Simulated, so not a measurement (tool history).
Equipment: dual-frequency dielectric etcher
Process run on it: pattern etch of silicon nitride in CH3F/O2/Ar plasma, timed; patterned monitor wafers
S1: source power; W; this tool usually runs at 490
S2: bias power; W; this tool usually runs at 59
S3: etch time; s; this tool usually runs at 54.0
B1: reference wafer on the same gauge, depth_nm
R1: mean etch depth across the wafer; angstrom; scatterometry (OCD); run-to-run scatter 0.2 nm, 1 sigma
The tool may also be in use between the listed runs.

run,hour,S1,S2,S3,B1,R1
1,0.0,490,59,54.0,37.39,376.7
2,45.0,490,59,59.0,37.36,404.9
3,101.2,490,59,59.0,37.29,409.1
4,179.6,490,59,59.0,37.30,410.8
5,278.4,490,59,54.0,37.25,376.0
6,324.1,490,59,54.0,37.36,376.1
7,413.6,490,59,54.0,37.29,376.7
# hour 449.8: wet clean of the chamber
8,477.6,490,59,54.0,37.41,373.3
9,573.4,490,63,54.0,37.28,383.3
10,627.9,490,63,54.0,37.31,384.0
11,706.6,490,59,54.0,37.39,380.3
12,809.8,490,59,54.0,37.30,375.7
13,857.8,490,59,54.0,37.26,375.8
14,928.4,490,59,54.0,37.33,375.5
# hour 977.1: wet clean of the chamber
15,1023.1,550,72,58.5,37.27,458.0
16,1106.1,370,49,54.0,37.25,308.8
# hour 1156.6: gauge calibrated
17,1205.3,410,73,61.5,37.27,420.1
18,1299.8,410,46,54.0,37.25,319.7
19,1389.5,410,52,54.0,37.32,330.0
20,1439.5,490,59,54.0,37.34,376.5
21,1515.4,490,63,54.0,37.16,383.2

Run 22, settings as shown, results not yet in. Your forecast:
# hour 1580.4: wet clean of the chamber
22,1580.9,490,59,54.0,?,?

For run 22 the tool returned B1 37.29, R1 377.3 angstrom.
Take away the tool's hidden state, keep the run-to-run variation as it was, and the same run would have given R1 377.3 angstrom.
